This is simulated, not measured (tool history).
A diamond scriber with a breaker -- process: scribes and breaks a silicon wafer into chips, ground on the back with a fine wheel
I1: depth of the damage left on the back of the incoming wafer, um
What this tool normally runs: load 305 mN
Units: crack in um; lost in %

run 1 hour=0.0 | load=305 | I1=1.93 | crack=14.12 lost=1.36
run 2 hour=27.1 | load=342 | I1=1.90 | crack=14.59 lost=1.93
run 3 hour=63.6 | load=342 | I1=1.65 | crack=14.50 lost=1.89
run 4 hour=238.0 | load=305 | I1=1.87 | crack=13.88 lost=1.29
run 5 hour=266.8 | load=335 | I1=2.55 | crack=14.39 lost=1.99
run 6 hour=309.3 | load=305 | I1=2.82 | crack=13.79 lost=1.84
run 7 hour=377.0 | load=305 | I1=1.54 | crack=13.56 lost=1.21
run 8 hour=424.1 | load=305 | I1=2.13 | crack=13.43 lost=1.30
run 9 hour=455.4 | load=330 | I1=2.20 | crack=14.00 lost=1.50
run 10 hour=519.5 | load=273 | I1=1.84 | crack=12.81 lost=1.50
run 11 hour=544.8 | load=273 | I1=2.23 | crack=12.88 lost=1.87
run 12 hour=586.2 | load=273 | I1=2.89 | crack=12.65 lost=2.89
run 13 hour=613.8 | load=259 | I1=1.50 | crack=12.48 lost=1.79
-- hour=640.3 load on the tip recalibrated
run 14 hour=659.7 | load=259 | I1=2.13 | crack=11.62 lost=3.71
run 15 hour=723.7 | load=341 | I1=1.51 | crack=12.99 lost=1.25
run 16 hour=771.0 | load=393 | I1=2.45 | crack=13.79 lost=1.70
-- hour=802.2 diamond tip replaced by a new one
run 17 hour=813.0 | load=392 | I1=2.84 | crack=15.20 lost=3.25
run 18 hour=878.4 | load=384 | I1=1.71 | crack=15.07 lost=2.31
run 19 hour=923.8 | load=305 | I1=1.76 | crack=13.45 lost=1.27
run 20 hour=991.6 | load=279 | I1=2.92 | crack=13.12 lost=2.33
run 21 hour=1046.2 | load=272 | I1=1.96 | crack=13.17 lost=1.47
run 22 hour=1099.6 | load=219 | I1=1.52 | crack=11.69 lost=2.81
run 23 hour=1158.8 | load=245 | I1=2.21 | crack=12.50 lost=2.50
run 24 hour=1187.7 | load=305 | I1=1.71 | crack=13.39 lost=1.22

Run 25 is up next; what results do you expect?
run 25 hour=1212.7 | load=332 | I1=1.55 | crack=? lost=?

crack: 14.46 um
lost: 1.41 %
With the hidden condition absent and the run-to-run variation left alone, this run would have shown crack 14.37 um, lost 1.36 %.

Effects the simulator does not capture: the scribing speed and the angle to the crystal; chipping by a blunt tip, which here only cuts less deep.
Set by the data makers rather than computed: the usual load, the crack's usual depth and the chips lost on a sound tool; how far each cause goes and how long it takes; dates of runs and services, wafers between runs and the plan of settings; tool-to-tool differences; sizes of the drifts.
